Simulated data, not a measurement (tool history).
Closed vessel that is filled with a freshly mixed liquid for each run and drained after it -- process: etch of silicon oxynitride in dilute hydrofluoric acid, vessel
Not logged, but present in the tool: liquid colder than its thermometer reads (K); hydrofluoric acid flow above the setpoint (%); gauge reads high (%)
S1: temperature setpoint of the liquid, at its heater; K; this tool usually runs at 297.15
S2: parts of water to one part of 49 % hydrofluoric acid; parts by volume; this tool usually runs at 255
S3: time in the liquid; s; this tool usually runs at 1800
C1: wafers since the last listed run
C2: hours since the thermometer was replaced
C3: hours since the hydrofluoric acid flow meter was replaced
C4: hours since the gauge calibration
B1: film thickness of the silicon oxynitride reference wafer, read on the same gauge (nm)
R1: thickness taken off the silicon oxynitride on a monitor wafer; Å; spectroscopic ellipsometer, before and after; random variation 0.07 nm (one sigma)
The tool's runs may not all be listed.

Run 1, hour 0.0: usual settings; C1 0; C2 1999.2; C3 1824.3; C4 174.3; B1 40.02. Result: R1 112.6 Å.
Run 2, hour 13.9: usual settings; C1 490; C2 2013.1; C3 1838.2; C4 188.2; B1 40.02. Result: R1 112.9 Å.
Run 3, hour 28.9: usual settings but S3 1075 s; C1 529; C2 2028.1; C3 1853.2; C4 203.2; B1 40.02. Result: R1 67.1 Å.
Run 4, hour 41.4: usual settings but S3 1075 s; C1 441; C2 2040.6; C3 1865.7; C4 215.7; B1 40.01. Result: R1 67.0 Å.
Run 5, hour 48.5: usual settings but S3 1075 s; C1 250; C2 2047.7; C3 1872.8; C4 222.8; B1 40.00. Result: R1 67.0 Å.
Run 6, hour 62.8: usual settings but S1 299.65 K; C1 504; C2 2062.0; C3 1887.1; C4 237.1; B1 39.98. Result: R1 125.0 Å.
Run 7, hour 69.7: usual settings but S1 299.65 K; C1 243; C2 2068.9; C3 1894.0; C4 244.0; B1 39.97. Result: R1 125.1 Å.
Run 8, hour 83.3: usual settings; C1 480; C2 2082.5; C3 1907.6; C4 257.6; B1 40.02. Result: R1 112.2 Å.
Run 9, hour 92.1: usual settings; C1 310; C2 2091.3; C3 1916.4; C4 266.4; B1 39.95. Result: R1 110.9 Å.
Run 10, hour 106.0: usual settings; C1 490; C2 2105.2; C3 1930.3; C4 280.3; B1 39.98. Result: R1 112.5 Å.
Run 11, hour 123.5: usual settings but S2 195 parts by volume; C1 617; C2 2122.7; C3 1947.8; C4 297.8; B1 40.05. Result: R1 154.0 Å.
Run 12, hour 137.9: usual settings but S2 195 parts by volume; C1 508; C2 2137.1; C3 1962.2; C4 312.2; B1 40.00. Result: R1 151.4 Å.
Run 13, hour 148.0: usual settings; C1 356; C2 2147.2; C3 1972.3; C4 322.3; B1 40.03. Result: R1 113.2 Å.
Run 14, hour 158.2: usual settings but S3 2320 s; C1 360; C2 2157.4; C3 1982.5; C4 332.5; B1 39.94. Result: R1 143.3 Å.
Run 15, hour 166.2: usual settings; C1 282; C2 2165.4; C3 1990.5; C4 340.5; B1 40.00. Result: R1 112.2 Å.
Run 16, hour 178.3: usual settings but S2 335 parts by volume, S3 1035 s; C1 427; C2 2177.5; C3 2002.6; C4 352.6; B1 40.01. Result: R1 46.5 Å.
Run 17, hour 185.1: usual settings but S1 299.65 K, S2 345 parts by volume, S3 755 s; C1 240; C2 2184.3; C3 2009.4; C4 359.4; B1 40.05. Result: R1 36.3 Å.
At hour 187.9: gauge calibrated.
Run 18, hour 197.2: usual settings; C1 427; C2 2196.4; C3 2021.5; C4 9.3; B1 40.01. Result: R1 112.6 Å.
Run 19, hour 241.9: usual settings but S1 292.15 K, S2 160 parts by volume; C1 1578; C2 2241.1; C3 2066.2; C4 54.0; B1 39.96. Result: R1 149.5 Å.
At hour 246.9: thermometer replaced.
Run 20, hour 249.9: usual settings but S1 293.65 K, S3 895 s; C1 247; C2 3.0; C3 2074.2; C4 62.0; B1 39.98. Result: R1 53.4 Å.
Run 21, hour 264.7: usual settings; C1 522; C2 17.8; C3 2089.0; C4 76.8; B1 40.02. Result: R1 125.1 Å.
Run 22, hour 276.6: usual settings but S2 140 parts by volume; C1 420; C2 29.7; C3 2100.9; C4 88.7; B1 40.00. Result: R1 250.5 Å.
At hour 296.1: hydrofluoric acid flow meter replaced.
Run 23, hour 301.2: usual settings; C1 833; C2 54.3; C3 5.1; C4 113.3; B1 40.02. Result: R1 123.3 Å.
Run 24, hour 308.8: usual settings; C1 268; C2 61.9; C3 12.7; C4 120.9; B1 39.93. Result: R1 123.4 Å.
Run 25, hour 326.2: usual settings but S3 2110 s; C1 614; C2 79.3; C3 30.1; C4 138.3; B1 39.99. Result: R1 145.3 Å.
Run 26, hour 340.1: usual settings but S1 293.65 K, S3 1135 s; C1 490; C2 93.2; C3 44.0; C4 152.2; B1 40.00. Result: R1 66.6 Å.
Run 27, hour 350.4: usual settings but S3 820 s; C1 363; C2 103.5; C3 54.3; C4 162.5; B1 39.97. Result: R1 56.7 Å.
Run 28, hour 366.9: usual settings but S1 295.15 K; C1 582; C2 120.0; C3 70.8; C4 179.0; B1 39.94. Result: R1 113.4 Å.
Run 29, hour 374.4: usual settings but S1 293.65 K, S3 1335 s; C1 264; C2 127.5; C3 78.3; C4 186.5; B1 40.00. Result: R1 78.7 Å.
Run 30, hour 391.9: usual settings but S2 175 parts by volume; C1 617; C2 145.0; C3 95.8; C4 204.0; B1 40.00. Result: R1 190.5 Å.
Run 31, hour 409.0: usual settings but S1 301.65 K, S2 135 parts by volume, S3 1410 s; C1 603; C2 162.1; C3 112.9; C4 221.1; B1 40.02. Result: R1 245.0 Å.
Run 32, hour 420.7: usual settings but S2 365 parts by volume, S3 2430 s; C1 413; C2 173.8; C3 124.6; C4 232.8; B1 40.01. Result: R1 107.3 Å.
Run 33, hour 431.8: usual settings but S1 299.65 K, S2 325 parts by volume, S3 1285 s; C1 391; C2 184.9; C3 135.7; C4 243.9; B1 39.97. Result: R1 73.0 Å.

Here are 4 independent what-if runs from the current tool condition. What would each one return?
Run A, hour 432.9: usual settings but S2 200 parts by volume; C1 38; C2 186.0; C3 136.8; C4 245.0; B1 ?. Result: R1 ?.
Run B, hour 432.9: usual settings but S2 320 parts by volume; C1 38; C2 186.0; C3 136.8; C4 245.0; B1 ?. Result: R1 ?.
Run C, hour 432.9: usual settings but S2 195 parts by volume, S3 2675 s; C1 38; C2 186.0; C3 136.8; C4 245.0; B1 ?. Result: R1 ?.
Run D, hour 432.9: usual settings but S1 300.15 K, S3 1065 s; C1 38; C2 186.0; C3 136.8; C4 245.0; B1 ?. Result: R1 ?.

run     B1     R1
  A  39.98  164.3
  B  39.98   94.4
  C  39.98  251.3
  D  39.98   83.3
With the hidden condition removed and each run's random variation left untouched, the same runs would have given:
run     R1
  A  165.7
  B   95.1
  C  253.5
  D   83.9
